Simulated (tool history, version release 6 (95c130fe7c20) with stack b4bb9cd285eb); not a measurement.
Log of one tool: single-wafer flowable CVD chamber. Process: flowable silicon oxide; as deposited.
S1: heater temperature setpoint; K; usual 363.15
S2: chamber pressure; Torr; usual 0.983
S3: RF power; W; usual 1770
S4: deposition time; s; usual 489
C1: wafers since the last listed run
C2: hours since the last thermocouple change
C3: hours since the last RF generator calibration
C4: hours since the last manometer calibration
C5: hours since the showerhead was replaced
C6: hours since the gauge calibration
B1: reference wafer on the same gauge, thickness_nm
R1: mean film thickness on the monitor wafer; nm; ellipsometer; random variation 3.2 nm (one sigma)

| run | hour | S1 | S2 | S3 | S4 | C1 | C2 | C3 | C4 | C5 | C6 | B1 | R1 |
|---|---|---|---|---|---|---|---|---|---|---|---|---|---|
| 1 | 0.0 | 363.15 | 0.927 | 1770 | 489 | 0 | 1775.9 | 1732.2 | 1773.1 | 1925.2 | 1491.1 | 593.740 | 554.257 |
|  | 87.3 | RF generator calibrated |
| 2 | 87.8 | 363.15 | 0.927 | 1770 | 489 | 387 | 1863.7 | 0.5 | 1860.9 | 2013.0 | 1578.9 | 594.173 | 549.599 |
| 3 | 136.2 | 363.15 | 0.983 | 1770 | 489 | 234 | 1912.1 | 48.9 | 1909.3 | 2061.4 | 1627.3 | 593.462 | 585.108 |
| 4 | 201.0 | 363.15 | 0.983 | 1770 | 489 | 314 | 1976.9 | 113.7 | 1974.1 | 2126.2 | 1692.1 | 593.760 | 577.737 |
| 5 | 254.2 | 363.15 | 0.983 | 1770 | 416 | 258 | 2030.1 | 166.9 | 2027.3 | 2179.4 | 1745.3 | 594.886 | 491.545 |
|  | 291.8 | capacitance manometer re-zeroed and calibrated |
| 6 | 299.2 | 363.15 | 0.983 | 1770 | 416 | 179 | 2075.1 | 211.9 | 7.4 | 2224.4 | 1790.3 | 593.627 | 495.174 |
| 7 | 349.9 | 363.15 | 0.983 | 1770 | 424 | 245 | 2125.8 | 262.6 | 58.1 | 2275.1 | 1841.0 | 593.707 | 512.115 |
| 8 | 391.0 | 363.15 | 0.983 | 1770 | 424 | 199 | 2166.9 | 303.7 | 99.2 | 2316.2 | 1882.1 | 594.484 | 504.857 |
| 9 | 444.5 | 363.15 | 0.983 | 1770 | 489 | 259 | 2220.4 | 357.2 | 152.7 | 2369.7 | 1935.6 | 592.932 | 577.045 |
| 10 | 491.4 | 369.15 | 0.983 | 1935 | 530 | 227 | 2267.3 | 404.1 | 199.6 | 2416.6 | 1982.5 | 593.635 | 539.083 |
| 11 | 552.1 | 369.15 | 0.983 | 1770 | 431 | 294 | 2328.0 | 464.8 | 260.3 | 2477.3 | 2043.2 | 594.366 | 424.173 |
|  | 736.0 | showerhead replaced, of another model than before |
| 12 | 762.0 | 358.15 | 0.813 | 1770 | 538 | 979 | 2537.9 | 674.7 | 470.2 | 26.0 | 2253.1 | 592.929 | 675.354 |
|  | 771.1 | gauge calibrated |
| 13 | 828.1 | 350.15 | 0.983 | 2035 | 434 | 320 | 2604.0 | 740.8 | 536.3 | 92.1 | 57.0 | 593.922 | 806.283 |
| 14 | 855.9 | 351.15 | 0.983 | 1500 | 489 | 134 | 2631.8 | 768.6 | 564.1 | 119.9 | 84.8 | 594.434 | 744.900 |
| 15 | 908.6 | 363.15 | 0.983 | 1770 | 489 | 255 | 2684.5 | 821.3 | 616.8 | 172.6 | 137.5 | 594.212 | 577.871 |
| 16 | 937.2 | 350.15 | 0.983 | 2035 | 434 | 138 | 2713.1 | 849.9 | 645.4 | 201.2 | 166.1 | 594.473 | 799.202 |
|  | 993.8 | thermocouple changed; heater temperature recalibrated |
| 17 | 994.3 | 357.15 | 0.832 | 1500 | 404 | 238 | 0.5 | 907.0 | 702.5 | 258.3 | 223.2 | 594.426 | 429.267 |
| 18 | 1024.6 | 370.15 | 0.983 | 1770 | 540 | 146 | 30.8 | 937.3 | 732.8 | 288.6 | 253.5 | 594.758 | 469.123 |
| 19 | 1073.7 | 363.15 | 0.983 | 1770 | 489 | 238 | 79.9 | 986.4 | 781.9 | 337.7 | 302.6 | 593.890 | 541.404 |
| 20 | 1104.7 | 363.15 | 1.055 | 1770 | 560 | 150 | 110.9 | 1017.4 | 812.9 | 368.7 | 333.6 | 594.597 | 650.880 |
| 21 | 1147.9 | 363.15 | 1.228 | 1770 | 489 | 209 | 154.1 | 1060.6 | 856.1 | 411.9 | 376.8 | 594.612 | 630.544 |
| 22 | 1208.3 | 355.15 | 0.983 | 1770 | 430 | 292 | 214.5 | 1121.0 | 916.5 | 472.3 | 437.2 | 594.720 | 626.502 |
| 23 | 1236.9 | 363.15 | 0.983 | 1770 | 424 | 138 | 243.1 | 1149.6 | 945.1 | 500.9 | 465.8 | 595.386 | 477.201 |
| 24 | 1332.2 | 374.15 | 1.174 | 2045 | 541 | 462 | 338.4 | 1244.9 | 1040.4 | 596.2 | 561.1 | 594.128 | 503.418 |
| 25 | 1395.6 | 359.15 | 0.983 | 1770 | 458 | 307 | 401.8 | 1308.3 | 1103.8 | 659.6 | 624.5 | 593.698 | 591.248 |
| 26 | 1429.7 | 352.15 | 0.983 | 1650 | 489 | 165 | 435.9 | 1342.4 | 1137.9 | 693.7 | 658.6 | 593.485 | 751.939 |
| 27 | 1476.4 | 363.15 | 0.983 | 1770 | 489 | 226 | 482.6 | 1389.1 | 1184.6 | 740.4 | 705.3 | 594.527 | 555.584 |
| 28 | 1508.3 | 369.15 | 0.983 | 1770 | 453 | 154 | 514.5 | 1421.0 | 1216.5 | 772.3 | 737.2 | 593.462 | 420.731 |

Forecast each of these 4 alternatives for the next run:
| A | 1508.8 | 363.15 | 0.983 | 1985 | 489 | 2 | 515.0 | 1421.5 | 1217.0 | 772.8 | 737.7 | ? | ? |
| B | 1508.8 | 373.15 | 0.874 | 1565 | 542 | 2 | 515.0 | 1421.5 | 1217.0 | 772.8 | 737.7 | ? | ? |
| C | 1508.8 | 377.15 | 1.133 | 2010 | 489 | 2 | 515.0 | 1421.5 | 1217.0 | 772.8 | 737.7 | ? | ? |
| D | 1508.8 | 363.15 | 0.902 | 1770 | 440 | 2 | 515.0 | 1421.5 | 1217.0 | 772.8 | 737.7 | ? | ? |

| run | B1 | R1 |
|---|---|---|
| A | 593.777 | 595.386 |
| B | 593.777 | 381.666 |
| C | 593.777 | 403.767 |
| D | 593.777 | 483.938 |
Without the tool's hidden state the same runs would have given:
| run | R1 |
|---|---|
| A | 565.992 |
| B | 360.511 |
| C | 381.011 |
| D | 460.047 |
